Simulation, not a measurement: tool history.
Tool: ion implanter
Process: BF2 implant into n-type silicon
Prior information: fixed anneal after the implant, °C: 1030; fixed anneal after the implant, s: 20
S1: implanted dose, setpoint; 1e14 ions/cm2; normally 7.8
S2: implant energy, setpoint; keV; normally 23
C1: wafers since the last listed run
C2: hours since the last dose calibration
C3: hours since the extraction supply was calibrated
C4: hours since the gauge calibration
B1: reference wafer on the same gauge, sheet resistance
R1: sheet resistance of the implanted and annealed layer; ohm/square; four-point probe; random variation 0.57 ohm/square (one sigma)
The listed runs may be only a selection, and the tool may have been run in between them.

run,hour,S1,S2,C1,C2,C3,C4,B1,R1
1,0,7.8,23,0,1417.7,6294.3,2015.6,150.07,159.24
2,41.6,7.8,23,1201,1459.3,6335.9,2057.2,149.97,159.36
3,112.4,7.8,23,2044,1530.1,6406.7,2128,150.01,159.78
# hour 163.4: Faraday cup replaced and dose calibrated
4,326.7,7.3,23,5958,163.3,6621,2342.3,149.81,168.94
5,386.3,7.8,23,1721,222.9,6680.6,2401.9,150.05,161.31
6,668.6,7.8,23,8153,505.2,6962.9,2684.2,150.02,160.76
7,738.4,7.8,23,2015,575,7032.7,2754,150.02,159.98
8,780,7.8,27.5,1201,616.6,7074.3,2795.6,150.04,153.52
9,867,7.8,27.5,2512,703.6,7161.3,2882.6,150.05,153.37
10,913.6,7.8,27.5,1345,750.2,7207.9,2929.2,149.96,154.44
11,1000.3,7.8,25.5,2504,836.9,7294.6,3015.9,150.22,155.86
12,1081.4,6.4,27.5,2342,918,7375.7,3097,150.18,178.38
# hour 1094.8: gauge calibrated
13,1145.6,6.4,27.5,1854,982.2,7439.9,50.8,149.76,177.88
14,1243.5,6.4,27.5,2827,1080.1,7537.8,148.7,149.94,177.43
15,1291.6,7.8,23,1389,1128.2,7585.9,196.8,149.89,160.01
# hour 1315.2: extraction supply calibrated
16,1380.4,7.8,23,2333,1217,65.2,285.6,149.94,159.99
17,1460.8,7.8,23,2322,1297.4,145.6,366,149.92,159.38
18,1522,6.4,23,1767,1358.6,206.8,427.2,150.1,182.34
19,1558.7,6.45,15.5,1059,1395.3,243.5,463.9,150.29,198.53
# hour 1569.7: Faraday cup replaced and dose calibrated
20,1613.8,7.8,23,1360,44.1,298.6,519,150.04,161.06
21,1690.4,7.8,23,2212,120.7,375.2,595.6,149.98,161.72
22,1762.9,5.75,23,2093,193.2,447.7,668.1,150,200.62
23,1813.1,8.58,15,1449,243.4,497.9,718.3,149.98,171.03
24,1912.9,7.8,23,2882,343.2,597.7,818.1,150.3,161.52
25,2019.1,7.8,18.5,3067,449.4,703.9,924.3,149.75,169.36
26,2056,7.8,23,1065,486.3,740.8,961.2,150.03,159.62
27,2153.8,7.8,16.5,2824,584.1,838.6,1059,150.06,174.12
28,2240.9,5.59,30,2515,671.2,925.7,1146.1,150.09,195.72
29,2298.7,7.8,23,1669,729,983.5,1203.9,149.92,159.64
30,2342.5,5.74,30.5,1265,772.8,1027.3,1247.7,150.03,189.35
31,2423.6,5.57,17,2342,853.9,1108.4,1328.8,150.07,215.68
32,2496.7,7.8,23,2111,927,1181.5,1401.9,149.82,160.1
33,2547.6,7.8,23,1470,977.9,1232.4,1452.8,149.97,159.43
34,2599.6,7.8,19.5,1501,1029.9,1284.4,1504.8,149.85,165.54
35,2703.6,7.8,23,3003,1133.9,1388.4,1608.8,150,158.84
36,2769.3,7.8,28,1897,1199.6,1454.1,1674.5,149.94,152.83
37,2850.8,9.19,16.5,2353,1281.1,1535.6,1756,149.84,159.08

Run 38 has not been measured yet. What should we expect?
38,2958.2,6.82,19,3101,1388.5,1643,1863.4,?,?

{"run 38": {"B1": 149.95, "R1": 183.49}}
Without the tool's hidden state the same run would have given R1 186.08 ohm/square.
